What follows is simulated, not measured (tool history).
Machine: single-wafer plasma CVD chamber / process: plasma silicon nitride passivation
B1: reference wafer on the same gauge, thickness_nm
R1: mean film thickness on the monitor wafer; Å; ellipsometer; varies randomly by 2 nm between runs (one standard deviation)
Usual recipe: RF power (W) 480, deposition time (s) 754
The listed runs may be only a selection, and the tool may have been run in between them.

{"run": 1, "hour": 0.0, "RF power (W)": 480, "deposition time (s)": 754, "B1": 1319.556, "R1": 12080.39}
{"run": 2, "hour": 45.1, "RF power (W)": 480, "deposition time (s)": 754, "B1": 1319.443, "R1": 12082.11}
{"run": 3, "hour": 77.0, "RF power (W)": 480, "deposition time (s)": 754, "B1": 1319.937, "R1": 12057.09}
{"run": 4, "hour": 147.6, "RF power (W)": 480, "deposition time (s)": 754, "B1": 1320.215, "R1": 12050.06}
{"run": 5, "hour": 208.2, "RF power (W)": 480, "deposition time (s)": 754, "B1": 1320.332, "R1": 12039.48}
{"run": 6, "hour": 235.6, "RF power (W)": 480, "deposition time (s)": 754, "B1": 1320.352, "R1": 12065.85}
{"run": 7, "hour": 282.2, "RF power (W)": 480, "deposition time (s)": 754, "B1": 1319.516, "R1": 12082.38}
{"run": 8, "hour": 329.1, "RF power (W)": 480, "deposition time (s)": 754, "B1": 1320.533, "R1": 12085.93}
{"run": 9, "hour": 365.1, "RF power (W)": 480, "deposition time (s)": 754, "B1": 1319.315, "R1": 12057.8}
{"run": 10, "hour": 429.4, "RF power (W)": 565, "deposition time (s)": 754, "B1": 1320.11, "R1": 12893.38}
{"run": 11, "hour": 453.3, "RF power (W)": 480, "deposition time (s)": 754, "B1": 1319.14, "R1": 12357.77}
{"run": 12, "hour": 513.6, "RF power (W)": 480, "deposition time (s)": 754, "B1": 1320.07, "R1": 12271.39}
{"run": 13, "hour": 576.3, "RF power (W)": 390, "deposition time (s)": 703, "B1": 1319.606, "R1": 10857.49}
{"run": 14, "hour": 734.2, "RF power (W)": 440, "deposition time (s)": 829, "B1": 1320.006, "R1": 13163.33}
{"run": 15, "hour": 763.8, "RF power (W)": 555, "deposition time (s)": 702, "B1": 1319.2, "R1": 11840.33}
{"run": 16, "hour": 834.8, "RF power (W)": 480, "deposition time (s)": 843, "B1": 1319.475, "R1": 13638.62}
{"run": 17, "hour": 888.5, "RF power (W)": 480, "deposition time (s)": 623, "B1": 1319.666, "R1": 10098.6}
{"run": 18, "hour": 927.5, "RF power (W)": 435, "deposition time (s)": 754, "B1": 1319.711, "R1": 11935.94}

Removed from this log: 3 entries logged between the listed runs. Between which two listed runs does each belong, and how does the tool's hidden state at the listed run before it compare with that at the listed run after it?
Between runs 9 and 10: RF generator calibrated (hour 385.7); showerhead replaced (hour 428.9)
  delivered RF power above the setpoint (%): -8.75 -> -0.538
  the result without the hidden state subtracted from the measured one, R1: -283.24 -> -17.76 Å
Between runs 13 and 14: gauge calibrated (hour 594.9)
  delivered RF power above the setpoint (%): -1.88 -> -3.07
  the result without the hidden state subtracted from the measured one, R1: -52.72 -> -105.14 Å
